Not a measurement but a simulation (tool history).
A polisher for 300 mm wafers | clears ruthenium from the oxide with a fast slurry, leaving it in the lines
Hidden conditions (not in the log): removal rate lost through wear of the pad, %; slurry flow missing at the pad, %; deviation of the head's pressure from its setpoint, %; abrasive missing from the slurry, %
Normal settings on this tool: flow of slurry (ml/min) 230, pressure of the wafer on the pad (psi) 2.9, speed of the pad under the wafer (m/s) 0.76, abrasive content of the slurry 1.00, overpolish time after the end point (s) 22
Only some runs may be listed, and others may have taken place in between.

| run | hour | flow of slurry (ml/min) | pressure of the wafer on the pad (psi) | speed of the pad under the wafer (m/s) | abrasive content of the slurry | overpolish time after the end point (s) | wafers since the last listed run | wafers polished on this pad | hours since the slurry nozzle was cleaned | hours since the head pressure was calibrated | hours since the slurry blender was calibrated | incoming thickness of the incoming film, nm | time until the end point was called (s) | dishing of a wide line in a test structure (angstrom) |
|---|---|---|---|---|---|---|---|---|---|---|---|---|---|---|
| 1 | 0.0 | 230 | 2.9 | 0.76 | 1.00 | 22 | 0 | 526 | 593.6 | 1209.7 | 21.2 | 295.8 | 101.3 | 395 |
| 2 | 10.4 | 230 | 2.9 | 0.76 | 1.00 | 22 | 63 | 590 | 604.0 | 1220.1 | 31.6 | 300.1 | 100.5 | 383 |
| 3 | 20.3 | 230 | 2.9 | 0.76 | 1.00 | 22 | 60 | 651 | 613.9 | 1230.0 | 41.5 | 303.4 | 104.3 | 376 |
| 4 | 31.6 | 230 | 2.9 | 0.76 | 1.00 | 22 | 69 | 720 | 625.2 | 1241.3 | 52.8 | 303.8 | 103.8 | 379 |
| 5 | 39.8 | 230 | 2.9 | 0.76 | 1.00 | 22 | 50 | 770 | 633.4 | 1249.5 | 61.0 | 297.2 | 108.2 | 371 |
| 6 | 46.0 | 230 | 2.9 | 0.76 | 1.00 | 22 | 37 | 808 | 639.6 | 1255.7 | 67.2 | 303.4 | 114.4 | 363 |
|  | 56.7 | worn pad replaced by a new one |
| 7 | 58.7 | 230 | 3.7 | 0.76 | 1.00 | 32 | 53 | 12 | 652.3 | 1268.4 | 79.9 | 298.7 | 92.5 | 504 |
| 8 | 66.6 | 230 | 2.9 | 0.76 | 1.00 | 27 | 48 | 60 | 660.2 | 1276.3 | 87.8 | 299.2 | 118.7 | 404 |
| 9 | 75.6 | 230 | 2.9 | 0.76 | 1.00 | 27 | 55 | 115 | 669.2 | 1285.3 | 96.8 | 298.1 | 120.9 | 405 |
|  | 81.6 | slurry blender recalibrated |
| 10 | 82.4 | 230 | 2.9 | 0.76 | 1.00 | 27 | 29 | 145 | 676.0 | 1292.1 | 0.8 | 300.0 | 101.7 | 438 |
| 11 | 98.5 | 230 | 2.9 | 0.76 | 1.00 | 22 | 98 | 243 | 692.1 | 1308.2 | 16.9 | 302.1 | 103.1 | 383 |
| 12 | 116.1 | 230 | 2.9 | 0.76 | 1.00 | 22 | 107 | 351 | 709.7 | 1325.8 | 34.5 | 303.3 | 102.8 | 387 |
| 13 | 130.3 | 270 | 2.9 | 0.76 | 1.00 | 22 | 87 | 438 | 723.9 | 1340.0 | 48.7 | 296.2 | 100.9 | 375 |
| 14 | 147.3 | 230 | 2.9 | 0.76 | 1.00 | 13 | 104 | 542 | 740.9 | 1357.0 | 65.7 | 297.0 | 111.7 | 257 |
|  | 180.8 | slurry nozzle cleaned |
| 15 | 191.2 | 200 | 2.9 | 0.76 | 1.00 | 22 | 262 | 805 | 10.4 | 1400.9 | 109.6 | 301.5 | 127.6 | 333 |
|  | 194.6 | head pressure recalibrated |
|  | 199.3 | slurry blender recalibrated |
| 16 | 199.8 | 230 | 3.4 | 0.50 | 0.80 | 30 | 28 | 833 | 19.0 | 5.2 | 0.5 | 299.1 | 136.9 | 405 |
| 17 | 208.1 | 230 | 2.9 | 0.76 | 1.00 | 22 | 50 | 884 | 27.3 | 13.5 | 8.8 | 297.4 | 96.0 | 392 |
|  | 218.0 | worn pad replaced by a new one |
| 18 | 218.5 | 275 | 3.5 | 0.76 | 1.25 | 22 | 39 | 2 | 37.7 | 23.9 | 19.2 | 304.5 | 75.3 | 480 |
| 19 | 230.7 | 230 | 2.9 | 0.64 | 1.30 | 22 | 74 | 77 | 49.9 | 36.1 | 31.4 | 294.6 | 101.3 | 376 |
| 20 | 238.4 | 190 | 3.4 | 0.76 | 1.20 | 35 | 47 | 124 | 57.6 | 43.8 | 39.1 | 294.6 | 81.1 | 551 |
| 21 | 254.7 | 230 | 2.9 | 0.76 | 0.85 | 22 | 99 | 224 | 73.9 | 60.1 | 55.4 | 303.5 | 123.7 | 343 |
| 22 | 269.9 | 230 | 2.9 | 0.76 | 1.00 | 30 | 93 | 317 | 89.1 | 75.3 | 70.6 | 301.9 | 112.4 | 441 |
| 23 | 279.8 | 230 | 2.9 | 0.76 | 1.00 | 22 | 60 | 378 | 99.0 | 85.2 | 80.5 | 303.7 | 113.3 | 357 |
| 24 | 294.7 | 190 | 3.4 | 0.76 | 1.20 | 35 | 91 | 469 | 113.9 | 100.1 | 95.4 | 303.9 | 94.6 | 527 |

Estimate the outcome of run 25 from the log above:
| 25 | 302.5 | 230 | 2.9 | 0.76 | 1.00 | 22 | 47 | 517 | 121.7 | 107.9 | 103.2 | 300.0 | ? | ? |

{"run 25": {"time until the end point was called (s)": 119.0, "dishing of a wide line in a test structure (angstrom)": 351}}
The same run, on a tool lacking any hidden state, would have yielded time until the end point was called (s) 95.8, dishing of a wide line in a test structure (angstrom) 404.
